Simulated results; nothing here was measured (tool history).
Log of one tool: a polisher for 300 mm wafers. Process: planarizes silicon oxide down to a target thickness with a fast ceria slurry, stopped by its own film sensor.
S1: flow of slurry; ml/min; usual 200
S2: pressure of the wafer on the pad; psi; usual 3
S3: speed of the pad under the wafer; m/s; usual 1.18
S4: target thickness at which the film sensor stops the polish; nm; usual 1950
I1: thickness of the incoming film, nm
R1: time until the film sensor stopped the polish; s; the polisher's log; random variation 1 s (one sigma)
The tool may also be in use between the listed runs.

run	hour	S1	S2	S3	S4	I1	R1
1	0	200	3.2	1.04	1950	3294.1	93.9
# hour 77.3: head pressure recalibrated
2	85.8	200	3.2	1.04	1950	3368.1	89.7
# hour 120.1: worn pad replaced by a new one
3	133.9	200	3	1.18	1647	3280.2	96
# hour 227.3: slurry nozzle cleaned
4	232.3	200	3	1.18	1950	3339.1	79.5
5	318	200	3	1.18	1950	3317.4	79.2
6	399.4	200	3	1.18	1950	3301.4	81.2
7	461.1	200	2.4	1.18	1950	3350.9	104.1
8	556.3	200	2.4	1.18	1950	3250	97
9	648.7	200	2.4	1.18	1950	3238.8	93.9
10	744.7	200	3	1.18	2254	3361	64.6
# hour 766.7: worn pad replaced by a new one
11	842.6	200	3	1.18	2254	3236.8	60.4
12	901.3	175	3.8	1.18	1950	3298.7	64.8
13	947.8	160	3	1.18	1950	3334.2	85.1
14	1018	160	3	1.18	1950	3307.9	85.4
15	1117	160	3	1.18	1950	3284.7	83.9
16	1185.1	200	3	0.8	1788	3324.9	142.2
# hour 1198: slurry nozzle cleaned
17	1236.5	235	2.1	1.18	1491	3295.5	162.3
18	1343	200	2.5	1.18	2238	3364	85.4
# hour 1379.1: worn pad replaced by a new one
19	1422.6	220	3	1.34	1654	3261.7	91.1
# hour 1448.2: head pressure recalibrated
20	1623.1	200	3	1.18	1950	3256.8	77.3
21	1680.7	245	4	1.18	2222	3306.9	48.4
22	1747.6	200	3	1.18	1950	3349.4	83.9
23	1820.6	260	2.4	1.04	1668	3341.6	140.1
24	1919.9	200	3.7	1.18	2419	3252.1	41.4
# hour 1956.3: worn pad replaced by a new one
25	1970	200	3	1.18	1950	3302.5	81
# hour 2018.9: slurry nozzle cleaned
26	2025.8	200	3	1.18	1950	3344.6	86.9
27	2062.3	200	3	1.18	1950	3295.1	83.2
28	2136.6	140	3.7	1.38	2128	3246.4	48.5
29	2240.8	200	3	1.18	1950	3340.9	86.3
30	2339.4	200	3.5	1.54	2297	3346.2	43.3
31	2395.1	200	3	1.18	1950	3293.4	83
32	2465.5	235	3	1.18	2163	3340.4	72.8
# hour 2552.6: head pressure recalibrated
33	2565.9	200	2	1.18	1950	3294.9	120
# hour 2622.1: worn pad replaced by a new one
34	2638.2	200	3	1.18	1950	3309.3	81.3
35	2691.9	265	3	1.32	1950	3299.6	70.7

Hidden state or all else? Some run-to-run changes of R1, split into what the settings, what came in and random variation would give without the hidden state, and what is left for the hidden state (with any gauge scatter that isn't in both results):
The hidden state here: removal rate lost through wear of the pad, %; slurry flow missing at the pad, %; deviation of the head's pressure from its setpoint, %.
Run 1 -> 2: head pressure recalibrated. R1 -4.2 s: hidden state -8.7, all else +4.5.
Run 15 -> 16: S1 160 -> 200, S3 1.18 -> 0.8, S4 1950 -> 1788. R1 +58.3 s: hidden state +3.4, all else +54.9.
Run 17 -> 18: S1 235 -> 200, S2 2.1 -> 2.5, S4 1491 -> 2238. R1 -76.9 s: hidden state -3.1, all else -73.8.
Run 19 -> 20: S1 220 -> 200, S3 1.34 -> 1.18, S4 1654 -> 1950, head pressure recalibrated. R1 -13.8 s: hidden state -6.3, all else -7.5.
Run 23 -> 24: S1 260 -> 200, S2 2.4 -> 3.7, S3 1.04 -> 1.18, S4 1668 -> 2419. R1 -98.7 s: hidden state -1.4, all else -97.3.
Run 32 -> 33: S1 235 -> 200, S2 3 -> 2, S4 2163 -> 1950, head pressure recalibrated. R1 +47.2 s: hidden state -4.4, all else +51.6.
